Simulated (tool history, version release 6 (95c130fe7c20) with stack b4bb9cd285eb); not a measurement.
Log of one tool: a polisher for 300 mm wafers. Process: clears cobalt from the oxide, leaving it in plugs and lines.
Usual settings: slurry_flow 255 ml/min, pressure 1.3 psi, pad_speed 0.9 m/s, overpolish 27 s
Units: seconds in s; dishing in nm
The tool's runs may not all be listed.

run     day  slurry_flow  pressure  pad_speed  overpolish  wafers since the last listed run  wafers polished on this pad  hours since the slurry nozzle was cleaned  hours since the head pressure was calibrated  incoming thickness of the incoming film, nm  seconds  dishing
  1       0          255       1.3        0.9          36                                 0                          750                                      319.4                                           271                                        180.8     58.5     67.8
  2   2.392          235       1.5        0.9          27                               469                         1220                                      376.8                                         328.4                                        178.9     53.2     59.1
       2.85  -- slurry nozzle cleaned
  3   3.783          235       1.5        0.9          27                               264                         1485                                       22.4                                         361.8                                        176.2     52.4     62.9
  4   6.233          295       1.2        0.9          27                               480                         1965                                       81.2                                         420.6                                          178     67.5     52.8
      6.562  -- worn pad replaced by a new one
  5   7.496          255       1.3        0.9          27                               215                          183                                      111.5                                         450.9                                          183     54.1     59.6
  6   8.542          320       1.3       0.98          27                               205                          388                                      136.6                                           476                                        182.6     52.5     61.3
  7  10.775          320       1.3       0.98          27                               438                          826                                      190.2                                         529.6                                        181.6     54.1     63.1
  8  12.012          255       1.3        0.9          27                               242                         1069                                      219.9                                         559.3                                        179.6     57.8     59.7
     16.054  -- worn pad replaced by a new one
     19.542  -- slurry nozzle cleaned
  9  19.854          255       1.3        0.9          27                              1498                          737                                        7.5                                         747.5                                        176.8       58     59.8
     20.342  -- head pressure recalibrated
 10  22.546          255       1.3       1.12          27                               511                         1249                                       72.1                                          52.9                                        178.5     49.8     60.3
 11   24.95          220       1.3        0.9          27                               471                         1720                                      129.8                                         110.6                                        179.1     62.8     55.7
     27.812  -- worn pad replaced by a new one
 12  27.833          255       1.3       1.12          27                               533                            3                                        199                                         179.8                                        182.4     48.7     65.3
 13  29.042          320       1.3       0.98          27                               237                          241                                        228                                         208.8                                        179.7     51.9     64.3
 14  30.446          230       1.5       1.12          27                               275                          516                                      261.7                                         242.5                                        178.7     43.5     67.2
     32.458  -- slurry nozzle cleaned
 15  33.004          215       1.4        0.9          14                               493                         1010                                       13.1                                         303.9                                        177.8     56.5     34.9
 16  34.688          255       1.3       1.14          27                               330                         1340                                       53.5                                         344.3                                        179.8     53.3     61.4
     38.588  -- worn pad replaced by a new one
 17    42.2          175       1.7        0.9          19                              1441                          708                                      233.8                                         524.6                                        181.5     45.5     52.7
 18  44.283          235       1.5        0.9          27                               408                         1117                                      283.8                                         574.6                                        177.3     50.4     62.2
 19  47.258          215       1.1       0.64          15                               583                         1701                                      355.2                                           646                                        182.6     88.7     26.9
     48.692  -- slurry nozzle cleaned
 20  49.217          255       1.3        1.1          27                               376                         2077                                       12.6                                           693                                          180     53.2     65.1
      49.45  -- worn pad replaced by a new one
 21  50.754          255       1.3       0.64          27                               269                          255                                       49.5                                         729.9                                        181.2     68.1     51.7
 22  52.733          255       1.3        0.9          27                               388                          644                                         97                                         777.4                                        179.8     60.3     57.8

The tool's hidden state at each run:
slurry flow missing at the pad, %: 0 in every run
deviation of the head's pressure from its setpoint, %: 0 in every run
H1: removal rate lost through wear of the pad, %
run    H1
  1  10.1
  2  11.9
  3  12.5
  4  13.2
  5   2.9
  6   5.1
  7  8.08
  8  9.08
  9   8.3
 10  10.3
 11  11.2
 12  1.46
 13  4.68
 14  7.27
 15    10
 16    11
 17  7.86
 18  9.64
 19  10.9
 20  11.3
 21  6.38
 22  9.69

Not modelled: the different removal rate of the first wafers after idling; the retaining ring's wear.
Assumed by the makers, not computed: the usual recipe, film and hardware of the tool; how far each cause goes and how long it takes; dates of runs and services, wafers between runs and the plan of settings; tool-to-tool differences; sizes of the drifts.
